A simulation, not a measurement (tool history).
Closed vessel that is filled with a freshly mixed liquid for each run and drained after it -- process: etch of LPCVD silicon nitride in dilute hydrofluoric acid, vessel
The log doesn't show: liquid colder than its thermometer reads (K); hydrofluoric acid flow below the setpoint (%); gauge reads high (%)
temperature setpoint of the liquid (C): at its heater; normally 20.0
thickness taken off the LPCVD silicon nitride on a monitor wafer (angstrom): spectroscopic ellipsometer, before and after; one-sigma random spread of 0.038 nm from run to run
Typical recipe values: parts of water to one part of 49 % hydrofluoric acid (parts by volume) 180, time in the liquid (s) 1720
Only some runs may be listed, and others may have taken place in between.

run,hour,temperature setpoint of the liquid (C),parts of water to one part of 49 % hydrofluoric acid (parts by volume),time in the liquid (s),wafers since the last listed run,hours since the thermometer was replaced,hours since the hydrofluoric acid flow meter was replaced,hours since the gauge calibration,"read-back film thickness of the LPCVD silicon nitride reference wafer, read on the same gauge (nm)",thickness taken off the LPCVD silicon nitride on a monitor wafer (angstrom)
1,0.0,20.0,180,1720,0,552.3,1099.0,381.4,110.025,42.57
2,29.6,20.0,180,1720,775,581.9,1128.6,411.0,110.004,42.67
3,57.4,20.0,180,1720,728,609.7,1156.4,438.8,110.020,42.32
4,70.3,20.0,180,1720,338,622.6,1169.3,451.7,109.998,41.95
5,95.7,20.0,180,1720,665,648.0,1194.7,477.1,110.001,42.12
6,123.0,20.0,180,1720,715,675.3,1222.0,504.4,109.974,42.04
7,147.4,20.0,130,1720,639,699.7,1246.4,528.8,109.988,57.35
8,175.9,20.0,180,1720,746,728.2,1274.9,557.3,110.000,41.56
# hour 193.2: thermometer replaced
9,211.1,17.0,135,1420,896,17.9,1310.1,592.5,109.986,38.02
10,231.2,20.0,180,2460,526,38.0,1330.2,612.6,109.994,61.80
11,250.4,25.0,180,1320,503,57.2,1349.4,631.8,109.982,46.09
12,266.3,20.0,180,1720,416,73.1,1365.3,647.7,110.026,43.58
# hour 278.4: hydrofluoric acid flow meter replaced
13,299.6,24.5,255,2430,846,106.4,21.2,681.0,110.016,56.95
14,327.1,21.5,130,1335,720,133.9,48.7,708.5,110.014,50.04
15,349.2,20.0,145,1720,579,156.0,70.8,730.6,110.001,53.11
# hour 369.3: gauge calibrated
16,375.5,22.5,100,2420,689,182.3,97.1,6.2,110.012,124.99
17,404.0,20.0,180,1720,746,210.8,125.6,34.7,109.999,42.55
18,436.9,20.0,180,1720,862,243.7,158.5,67.6,109.997,42.87
19,462.7,20.0,180,1720,676,269.5,184.3,93.4,110.005,43.35
20,476.7,18.5,135,1415,366,283.5,198.3,107.4,109.979,42.09
21,510.2,20.0,180,1720,877,317.0,231.8,140.9,109.984,43.52
22,538.2,20.0,130,895,733,345.0,259.8,168.9,110.032,29.85
23,571.7,17.5,115,2285,877,378.5,293.3,202.4,109.995,72.36
24,599.0,24.5,180,1080,715,405.8,320.6,229.7,109.980,35.38
25,634.2,21.5,180,1720,922,441.0,355.8,264.9,109.978,47.65
26,664.0,17.0,260,1720,780,470.8,385.6,294.7,109.987,24.12
27,690.5,17.0,115,2570,694,497.3,412.1,321.2,110.003,78.88
28,720.9,21.5,130,1010,796,527.7,442.5,351.6,109.993,37.94
29,737.2,23.0,135,1130,427,544.0,458.8,367.9,110.000,44.53
30,754.1,23.0,205,1000,442,560.9,475.7,384.8,110.021,26.55
31,778.3,17.0,210,1720,634,585.1,499.9,409.0,109.991,29.54

For each entry between runs, how does the tool's hidden state at the last listed run before it compare with that at the first listed run after it?
Runs 8 to 9: thermometer replaced (hour 193.2)
  liquid colder than its thermometer reads (K): 0.656 -> 0.188
  measured result minus the result with no hidden state, thickness taken off the LPCVD silicon nitride on a monitor wafer (angstrom): -1.86 -> -0.50
Runs 12 to 13: hydrofluoric acid flow meter replaced (hour 278.4)
  liquid colder than its thermometer reads (K): 0.232 -> 0.259
  measured result minus the result with no hidden state, thickness taken off the LPCVD silicon nitride on a monitor wafer (angstrom): -0.66 -> -0.92
Runs 15 to 16: gauge calibrated (hour 369.3)
  liquid colder than its thermometer reads (K): 0.298 -> 0.319
  measured result minus the result with no hidden state, thickness taken off the LPCVD silicon nitride on a monitor wafer (angstrom): -1.08 -> -2.70

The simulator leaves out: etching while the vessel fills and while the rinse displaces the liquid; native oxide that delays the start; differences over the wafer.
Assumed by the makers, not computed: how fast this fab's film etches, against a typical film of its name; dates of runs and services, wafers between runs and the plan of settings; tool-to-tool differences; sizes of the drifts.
